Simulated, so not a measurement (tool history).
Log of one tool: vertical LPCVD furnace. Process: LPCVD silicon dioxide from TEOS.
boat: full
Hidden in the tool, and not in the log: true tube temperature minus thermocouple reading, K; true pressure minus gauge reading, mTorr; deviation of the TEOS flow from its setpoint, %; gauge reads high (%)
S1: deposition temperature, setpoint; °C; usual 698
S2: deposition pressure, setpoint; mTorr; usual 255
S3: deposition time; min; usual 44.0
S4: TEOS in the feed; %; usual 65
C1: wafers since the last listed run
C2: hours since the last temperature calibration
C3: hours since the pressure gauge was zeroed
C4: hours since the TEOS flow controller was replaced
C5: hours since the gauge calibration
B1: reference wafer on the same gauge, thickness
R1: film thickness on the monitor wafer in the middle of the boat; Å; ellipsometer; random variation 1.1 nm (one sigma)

Run 1, hour 0.0: usual settings; C1 0; C2 2754.1; C3 983.7; C4 4788.2; C5 144.2; B1 315.10. Result: R1 2973.2 Å.
Run 2, hour 78.0: usual settings; C1 1002; C2 2832.1; C3 1061.7; C4 4866.2; C5 222.2; B1 315.16. Result: R1 3002.6 Å.
Run 3, hour 144.7: usual settings; C1 857; C2 2898.8; C3 1128.4; C4 4932.9; C5 288.9; B1 315.02. Result: R1 2993.2 Å.
Run 4, hour 192.5: usual settings; C1 614; C2 2946.6; C3 1176.2; C4 4980.7; C5 336.7; B1 314.93. Result: R1 3022.6 Å.
Run 5, hour 242.6: usual settings; C1 643; C2 2996.7; C3 1226.3; C4 5030.8; C5 386.8; B1 314.95. Result: R1 2997.4 Å.
Run 6, hour 314.7: usual settings; C1 926; C2 3068.8; C3 1298.4; C4 5102.9; C5 458.9; B1 315.22. Result: R1 3028.5 Å.
Run 7, hour 375.8: usual settings; C1 785; C2 3129.9; C3 1359.5; C4 5164.0; C5 520.0; B1 315.00. Result: R1 3023.6 Å.
Run 8, hour 449.6: usual settings but S3 59.0 min, S4 73 %; C1 948; C2 3203.7; C3 1433.3; C4 5237.8; C5 593.8; B1 315.14. Result: R1 4305.5 Å.
At hour 459.1: gauge calibrated.
Run 9, hour 541.5: usual settings; C1 1181; C2 3295.6; C3 1525.2; C4 5329.7; C5 82.4; B1 314.75. Result: R1 3058.0 Å.
At hour 595.1: pressure gauge zeroed.
Run 10, hour 595.6: usual settings; C1 386; C2 3349.7; C3 0.5; C4 5383.8; C5 136.5; B1 314.99. Result: R1 3073.0 Å.
At hour 696.2: thermocouples replaced and temperature profile calibrated.
Run 11, hour 696.7: usual settings but S1 692 °C, S2 315 mTorr, S3 28.0 min; C1 990; C2 0.5; C3 101.6; C4 5484.9; C5 237.6; B1 314.92. Result: R1 1737.5 Å.
At hour 725.9: TEOS flow controller replaced.
Run 12, hour 742.9: usual settings but S1 708 °C, S3 55.0 min; C1 285; C2 46.7; C3 147.8; C4 17.0; C5 283.8; B1 314.79. Result: R1 4478.6 Å.
Run 13, hour 837.6: usual settings but S1 692 °C, S4 55 %; C1 1217; C2 141.4; C3 242.5; C4 111.7; C5 378.5; B1 314.75. Result: R1 2274.6 Å.
Run 14, hour 930.7: usual settings but S1 693 °C, S2 220 mTorr, S3 50.5 min, S4 71 %; C1 1196; C2 234.5; C3 335.6; C4 204.8; C5 471.6; B1 314.87. Result: R1 2828.9 Å.

4 ways to go on from here, each from the tool as it stands after run 14. What would each give?
Run A, hour 935.3: usual settings; C1 59; C2 239.1; C3 340.2; C4 209.4; C5 476.2; B1 ?. Result: R1 ?.
Run B, hour 935.3: usual settings but S1 708 °C, S2 195 mTorr, S4 55 %; C1 59; C2 239.1; C3 340.2; C4 209.4; C5 476.2; B1 ?. Result: R1 ?.
Run C, hour 935.3: usual settings but S4 58 %; C1 59; C2 239.1; C3 340.2; C4 209.4; C5 476.2; B1 ?. Result: R1 ?.
Run D, hour 935.3: usual settings but S1 708 °C, S2 195 mTorr, S3 31.5 min, S4 75 %; C1 59; C2 239.1; C3 340.2; C4 209.4; C5 476.2; B1 ?. Result: R1 ?.

run      B1      R1
  A  315.10  2848.1
  B  315.10  2885.9
  C  315.10  2690.4
  D  315.10  2412.6
Without the tool's hidden state the same runs would have given:
run      R1
  A  2804.5
  B  2842.6
  C  2649.2
  D  2376.4
